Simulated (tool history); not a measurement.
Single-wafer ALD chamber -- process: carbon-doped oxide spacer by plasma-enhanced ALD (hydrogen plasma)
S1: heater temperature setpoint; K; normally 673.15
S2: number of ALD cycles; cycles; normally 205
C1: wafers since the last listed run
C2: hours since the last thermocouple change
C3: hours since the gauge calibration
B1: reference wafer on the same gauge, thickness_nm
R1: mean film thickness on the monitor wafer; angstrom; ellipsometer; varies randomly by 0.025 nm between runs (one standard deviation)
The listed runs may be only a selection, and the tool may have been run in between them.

Run 1, hour 0: usual settings but S1 667.15 K, S2 237 cycles; C1 0; C2 2678.8; C3 286.7; B1 9.17. Result: R1 115.65 angstrom.
At hour 0.9: gauge calibrated.
Run 2, hour 14.4: usual settings but S1 680.15 K, S2 217 cycles; C1 26; C2 2693.2; C3 13.5; B1 9.17. Result: R1 103.07 angstrom.
Run 3, hour 37: usual settings but S2 189 cycles; C1 42; C2 2715.8; C3 36.1; B1 9.169. Result: R1 92.18 angstrom.
Run 4, hour 60.3: usual settings but S2 189 cycles; C1 43; C2 2739.1; C3 59.4; B1 9.169. Result: R1 91.9 angstrom.
Run 5, hour 77.7: usual settings; C1 32; C2 2756.5; C3 76.8; B1 9.166. Result: R1 99.76 angstrom.
Run 6, hour 106.9: usual settings but S2 194 cycles; C1 54; C2 2785.7; C3 106; B1 9.173. Result: R1 94.54 angstrom.
At hour 125.9: thermocouple changed; heater temperature recalibrated.
Run 7, hour 127.2: usual settings but S2 194 cycles; C1 23; C2 1.3; C3 126.3; B1 9.17. Result: R1 94.21 angstrom.
Run 8, hour 144: usual settings; C1 31; C2 18.1; C3 143.1; B1 9.168. Result: R1 99.71 angstrom.
Run 9, hour 168.6: usual settings but S2 180 cycles; C1 46; C2 42.7; C3 167.7; B1 9.172. Result: R1 87.26 angstrom.
Run 10, hour 200.8: usual settings; C1 60; C2 74.9; C3 199.9; B1 9.172. Result: R1 99.86 angstrom.
Run 11, hour 226.7: usual settings but S1 660.15 K; C1 48; C2 100.8; C3 225.8; B1 9.171. Result: R1 99.38 angstrom.
At hour 232.6: gauge calibrated.
Run 12, hour 262.2: usual settings but S1 659.15 K, S2 232 cycles; C1 66; C2 136.3; C3 29.6; B1 9.169. Result: R1 113.43 angstrom.
Run 13, hour 275.1: usual settings but S1 684.15 K; C1 24; C2 149.2; C3 42.5; B1 9.171. Result: R1 95.63 angstrom.
Run 14, hour 292: usual settings but S1 678.15 K, S2 164 cycles; C1 31; C2 166.1; C3 59.4; B1 9.167. Result: R1 78.86 angstrom.
Run 15, hour 310.5: usual settings but S2 218 cycles; C1 34; C2 184.6; C3 77.9; B1 9.171. Result: R1 105.7 angstrom.

Below are 4 alternative next runs, each starting from the tool's condition after run 15. Predict each:
Run A, hour 311.2: usual settings; C1 1; C2 185.3; C3 78.6; B1 ?. Result: R1 ?.
Run B, hour 311.2: usual settings but S2 172 cycles; C1 1; C2 185.3; C3 78.6; B1 ?. Result: R1 ?.
Run C, hour 311.2: usual settings but S2 192 cycles; C1 1; C2 185.3; C3 78.6; B1 ?. Result: R1 ?.
Run D, hour 311.2: usual settings but S1 677.15 K, S2 176 cycles; C1 1; C2 185.3; C3 78.6; B1 ?. Result: R1 ?.

run     B1     R1
  A  9.167  99.58
  B  9.167  83.55
  C  9.167  93.26
  D  9.167  84.32
Stripped of hidden state, with their random variation kept, the same runs would have yielded:
run     R1
  A  99.58
  B  83.55
  C  93.26
  D  84.32

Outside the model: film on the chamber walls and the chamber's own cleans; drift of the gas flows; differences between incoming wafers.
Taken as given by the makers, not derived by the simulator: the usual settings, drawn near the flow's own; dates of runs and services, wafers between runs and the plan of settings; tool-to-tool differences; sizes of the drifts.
